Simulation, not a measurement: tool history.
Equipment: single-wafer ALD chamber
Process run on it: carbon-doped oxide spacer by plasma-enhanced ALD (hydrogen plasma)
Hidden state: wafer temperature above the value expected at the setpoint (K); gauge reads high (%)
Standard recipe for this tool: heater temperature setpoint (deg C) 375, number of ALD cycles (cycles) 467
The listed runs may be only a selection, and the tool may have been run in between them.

run   hour  heater temperature setpoint (deg C)  number of ALD cycles (cycles)  wafers since the last listed run  hours since the last thermocouple change  hours since the gauge calibration  read-back reference wafer on the same gauge, thickness_nm  mean film thickness on the monitor wafer (Å)
  1    0.0                                  375                            467                                 0                                    1160.4                                1.0                                                     27.299                                        235.57
  2   11.4                                  375                            467                                 9                                    1171.8                               12.4                                                     27.294                                        234.77
  3   20.1                                  375                            467                                 7                                    1180.5                               21.1                                                     27.298                                        235.93
  4   32.5                                  375                            536                                10                                    1192.9                               33.5                                                     27.293                                        269.37
  5   49.3                                  375                            536                                14                                    1209.7                               50.3                                                     27.307                                        271.01
  6   63.7                                  375                            467                                12                                    1224.1                               64.7                                                     27.303                                        234.39
  7   72.8                                  375                            467                                 7                                    1233.2                               73.8                                                     27.305                                        236.37
  8   85.3                                  375                            426                                10                                    1245.7                               86.3                                                     27.320                                        215.21
  9   98.7                                  385                            523                                11                                    1259.1                               99.7                                                     27.287                                        263.77
 10  108.8                                  367                            387                                 8                                    1269.2                              109.8                                                     27.301                                        194.92
 11  123.6                                  388                            493                                12                                    1284.0                              124.6                                                     27.308                                        248.71
 12  134.1                                  364                            408                                 8                                    1294.5                              135.1                                                     27.313                                        207.14
     143.7  -- thermocouple changed; heater temperature recalibrated
 13  144.2                                  375                            536                                 1                                       0.5                              145.2                                                     27.284                                        270.32
     146.5  -- gauge calibrated
 14  156.7                                  375                            543                                10                                      13.0                               10.2                                                     27.284                                        273.83
 15  170.1                                  375                            378                                11                                      26.4                               23.6                                                     27.295                                        190.15
 16  179.0                                  365                            421                                 7                                      35.3                               32.5                                                     27.307                                        211.63
 17  189.5                                  375                            536                                 8                                      45.8                               43.0                                                     27.280                                        269.58

Alternative continuations, all from the tool just after run 17; predict every row:
  A  190.6                                  375                            467                                 0                                      46.9                               44.1                                                          ?                                             ?
  B  190.6                                  388                            547                                 0                                      46.9                               44.1                                                          ?                                             ?
  C  190.6                                  390                            556                                 0                                      46.9                               44.1                                                          ?                                             ?
  D  190.6                                  375                            389                                 0                                      46.9                               44.1                                                          ?                                             ?

run  read-back reference wafer on the same gauge, thickness_nm  mean film thickness on the monitor wafer (Å)
  A                                                     27.300                                        236.18
  B                                                     27.300                                        276.64
  C                                                     27.300                                        281.19
  D                                                     27.300                                        196.73
What these runs would have given with no unlogged condition in the tool:
run  mean film thickness on the monitor wafer (Å)
  A                                        236.18
  B                                        276.64
  C                                        281.19
  D                                        196.73
